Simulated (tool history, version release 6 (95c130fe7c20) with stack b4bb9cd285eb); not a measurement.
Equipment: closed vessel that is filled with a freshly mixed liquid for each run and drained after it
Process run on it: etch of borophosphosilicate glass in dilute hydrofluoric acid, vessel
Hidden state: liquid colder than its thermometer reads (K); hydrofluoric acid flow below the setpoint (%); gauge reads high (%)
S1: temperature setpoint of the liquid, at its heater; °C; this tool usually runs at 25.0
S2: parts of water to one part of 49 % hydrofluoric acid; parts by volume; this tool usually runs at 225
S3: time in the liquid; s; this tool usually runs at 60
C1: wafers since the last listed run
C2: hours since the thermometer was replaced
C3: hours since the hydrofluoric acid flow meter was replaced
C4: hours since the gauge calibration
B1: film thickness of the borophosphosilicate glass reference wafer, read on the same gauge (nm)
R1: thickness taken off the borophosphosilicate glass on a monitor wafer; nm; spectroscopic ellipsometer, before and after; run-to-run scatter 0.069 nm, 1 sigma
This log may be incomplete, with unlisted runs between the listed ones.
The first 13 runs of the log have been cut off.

run	day	S1	S2	S3	C1	C2	C3	C4	B1	R1
14	6.092	25.0	225	60	1031	1508.3	20.5	263.5	149.97	14.50
15	6.454	25.0	225	60	823	1517.0	29.2	272.2	150.02	14.44
16	6.862	20.5	225	75	927	1526.8	39.0	282.0	150.02	15.03
17	7.346	25.0	265	60	1097	1538.4	50.6	293.6	149.97	11.69
18	7.892	25.0	165	60	1239	1551.5	63.7	306.7	150.00	20.74
19	8.358	25.0	225	60	1059	1562.7	74.9	317.9	150.05	14.14
# day 8.758: thermometer replaced
20	9.000	25.0	225	60	1362	5.8	90.3	333.3	150.00	15.97
21	9.488	25.0	225	60	1106	17.5	102.0	345.0	150.00	16.01
22	9.938	28.0	170	60	1021	28.3	112.8	355.8	150.00	25.10
# day 10.425: gauge calibrated
23	10.446	25.0	225	60	1154	40.5	125.0	0.5	149.99	15.89
24	10.708	25.0	225	60	595	46.8	131.3	6.8	150.03	15.88
25	11.046	26.5	120	60	766	54.9	139.4	14.9	149.99	35.50
26	11.579	25.0	225	60	1210	67.7	152.2	27.7	150.00	15.83
27	11.996	29.0	225	80	945	77.7	162.2	37.7	149.98	24.17
28	12.358	27.5	225	85	823	86.4	170.9	46.4	149.98	24.68
29	12.758	27.5	150	75	908	96.0	180.5	56.0	149.94	35.23
30	13.325	23.0	305	60	1286	109.6	194.1	69.6	150.01	9.97

What if the next run were any one of these 3? Each begins from the tool's condition after run 30:
A	13.354	25.0	225	60	66	110.3	194.8	70.3	?	?
B	13.354	23.0	140	30	66	110.3	194.8	70.3	?	?
C	13.354	27.5	225	40	66	110.3	194.8	70.3	?	?

run	B1	R1
A	150.02	15.69
B	150.02	12.84
C	150.02	11.43
What these runs would have given with no unlogged condition in the tool:
run	R1
A	16.13
B	13.21
C	11.75
